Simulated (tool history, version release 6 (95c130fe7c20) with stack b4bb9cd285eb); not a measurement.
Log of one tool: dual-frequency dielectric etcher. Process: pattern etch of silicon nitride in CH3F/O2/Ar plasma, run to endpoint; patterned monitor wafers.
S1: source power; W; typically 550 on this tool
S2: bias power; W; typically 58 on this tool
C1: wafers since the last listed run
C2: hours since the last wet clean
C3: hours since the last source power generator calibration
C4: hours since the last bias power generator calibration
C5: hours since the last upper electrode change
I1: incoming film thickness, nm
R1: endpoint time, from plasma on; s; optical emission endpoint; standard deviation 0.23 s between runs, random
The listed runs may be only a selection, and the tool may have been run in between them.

Run 1, hour 0: usual settings but S2 67 W; C1 0; C2 61.3; C3 3316.1; C4 4153.7; C5 3873.5; I1 29.85. Result: R1 39.7 s.
Run 2, hour 39.6: usual settings but S2 67 W; C1 729; C2 100.9; C3 3355.7; C4 4193.3; C5 3913.1; I1 29.61. Result: R1 39.2 s.
Run 3, hour 82.6: usual settings; C1 792; C2 143.9; C3 3398.7; C4 4236.3; C5 3956.1; I1 29.79. Result: R1 41.7 s.
Run 4, hour 116.1: usual settings; C1 617; C2 177.4; C3 3432.2; C4 4269.8; C5 3989.6; I1 29.61. Result: R1 41.9 s.
Run 5, hour 181.6: usual settings; C1 1206; C2 242.9; C3 3497.7; C4 4335.3; C5 4055.1; I1 29.77. Result: R1 42 s.
Run 6, hour 227.7: usual settings; C1 849; C2 289; C3 3543.8; C4 4381.4; C5 4101.2; I1 29.76. Result: R1 41.9 s.
Run 7, hour 264.5: usual settings; C1 678; C2 325.8; C3 3580.6; C4 4418.2; C5 4138; I1 29.82. Result: R1 42.1 s.
At hour 304.4: wet clean of the chamber.
Run 8, hour 304.9: usual settings; C1 302; C2 0.5; C3 3621; C4 4458.6; C5 4178.4; I1 29.91. Result: R1 42.2 s.
At hour 336.5: upper electrode replaced.
Run 9, hour 337: usual settings but S1 670 W, S2 53 W; C1 149; C2 32.6; C3 3653.1; C4 4490.7; C5 0.5; I1 29.35. Result: R1 41.2 s.
Run 10, hour 372.9: usual settings but S1 420 W, S2 65 W; C1 661; C2 68.5; C3 3689; C4 4526.6; C5 36.4; I1 29.51. Result: R1 41.9 s.
At hour 417: bias power generator calibrated.
Run 11, hour 423.9: usual settings; C1 865; C2 119.5; C3 3740; C4 6.9; C5 87.4; I1 29.72. Result: R1 42.1 s.
At hour 452.2: source power generator calibrated.
Run 12, hour 464.5: usual settings but S1 660 W, S2 49 W; C1 674; C2 160.1; C3 12.3; C4 47.5; C5 128; I1 29.65. Result: R1 43.1 s.

Predict the results of run 13:
Run 13, hour 533.2: usual settings but S1 620 W, S2 45 W; C1 1265; C2 228.8; C3 81; C4 116.2; C5 196.7; I1 29.69. Result: R1 ?.

For run 13 the tool returned R1 45.1 s.
Minus the tool's unlogged condition, the same run would have read R1 45.1 s.
